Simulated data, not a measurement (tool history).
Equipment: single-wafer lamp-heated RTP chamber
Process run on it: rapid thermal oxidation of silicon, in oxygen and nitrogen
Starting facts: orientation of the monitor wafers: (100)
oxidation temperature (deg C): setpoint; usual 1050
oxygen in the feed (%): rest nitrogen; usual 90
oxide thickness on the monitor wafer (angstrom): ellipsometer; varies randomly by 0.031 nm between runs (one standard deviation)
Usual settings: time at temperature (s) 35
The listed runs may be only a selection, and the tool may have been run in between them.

run    hour  oxidation temperature (deg C)  time at temperature (s)  oxygen in the feed (%)  wafers since the last listed run  wafers since the last pyrometer calibration  hours since the oxygen flow controller was replaced  hours since the gauge calibration  read-back reference wafer on the same gauge, thickness  oxide thickness on the monitor wafer (angstrom)
  1       0                           1050                       35                      90                                 0                                         3700                                               5348.3                              660.4                                                   6.425                                            58.98
         30  -- pyrometer window cleaned and pyrometer calibrated
  2    70.8                           1050                       35                      90                               654                                          424                                               5419.1                              731.2                                                   6.423                                            57.93
  3   140.7                           1050                       35                      73                               728                                         1153                                                 5489                              801.1                                                   6.425                                            54.25
  4   248.4                           1050                       35                      73                              1122                                         2276                                               5596.7                              908.8                                                   6.406                                            55.54
  5   311.7                           1050                       35                      90                               659                                         2935                                                 5660                              972.1                                                   6.427                                            59.02
  6   353.1                           1050                       35                      90                               431                                         3367                                               5701.4                             1013.5                                                   6.411                                            59.62
        381  -- pyrometer window cleaned and pyrometer calibrated
  7   417.9                           1050                       35                      90                               592                                          384                                               5766.2                             1078.3                                                   6.415                                            61.38
  8     525                           1050                       35                      90                              1116                                         1501                                               5873.3                             1185.4                                                   6.423                                             61.8
      552.8  -- pyrometer window cleaned and pyrometer calibrated, repeated, since the last time left the tool worse
  9     615                           1050                       35                      90                               854                                          648                                               5963.3                             1275.4                                                   6.429                                            57.91
 10   659.9                           1050                       35                      90                               468                                         1116                                               6008.2                             1320.3                                                   6.425                                            58.87
 11   749.9                           1050                       35                      90                               938                                         2054                                               6098.2                             1410.3                                                    6.41                                            58.99
      774.6  -- gauge calibrated
 12   843.5                           1050                       35                      98                               975                                         3030                                               6191.8                               68.9                                                   6.427                                            61.08
      879.4  -- pyrometer window cleaned and pyrometer calibrated
 13   883.4                           1060                       35                      98                               332                                           41                                               6231.7                              108.8                                                   6.429                                            62.69
 14   927.8                           1059                       25                      98                               462                                          504                                               6276.1                              153.2                                                   6.422                                            55.17
      957.7  -- oxygen flow controller replaced
 15   966.1                           1050                       40                      90                               315                                          819                                                  8.4                              191.5                                                   6.422                                            61.42
 16    1064                           1050                       35                      90                              1020                                         1840                                                106.3                              289.4                                                    6.42                                            58.87
 17  1117.9                           1050                       35                      90                               561                                         2402                                                160.2                              343.3                                                   6.411                                            58.87
 18    1159                           1058                       35                      90                               428                                         2830                                                201.3                              384.4                                                   6.426                                            62.35
 19  1199.7                           1050                       46                      90                               424                                         3254                                                  242                              425.1                                                    6.42                                            66.75
     1252.3  -- pyrometer window cleaned and pyrometer calibrated
 20  1268.2                           1061                       47                      75                               630                                          165                                                310.5                              493.6                                                   6.422                                            66.55
 21  1307.3                           1050                       35                      90                               407                                          573                                                349.6                              532.7                                                   6.421                                            58.21
 22  1378.2                           1050                       35                      90                               739                                         1312                                                420.5                              603.6                                                    6.42                                            59.27

Below are 4 alternative next runs, each starting from the tool's condition after run 22. Predict each:
  A  1378.7                           1040                       35                      90                                 5                                         1317                                                  421                              604.1                                                       ?                                                ?
  B  1378.7                           1024                       49                      77                                 5                                         1317                                                  421                              604.1                                                       ?                                                ?
  C  1378.7                           1079                       35                      90                                 5                                         1317                                                  421                              604.1                                                       ?                                                ?
  D  1378.7                           1050                       18                      98                                 5                                         1317                                                  421                              604.1                                                       ?                                                ?

run  read-back reference wafer on the same gauge, thickness  oxide thickness on the monitor wafer (angstrom)
  A                                                   6.412                                            54.75
  B                                                   6.412                                            53.67
  C                                                   6.412                                            71.04
  D                                                   6.412                                            45.71
Had the tool no hidden state, the same runs would have come out as:
run  oxide thickness on the monitor wafer (angstrom)
  A                                            53.04
  B                                            51.96
  C                                            68.93
  D                                            44.32

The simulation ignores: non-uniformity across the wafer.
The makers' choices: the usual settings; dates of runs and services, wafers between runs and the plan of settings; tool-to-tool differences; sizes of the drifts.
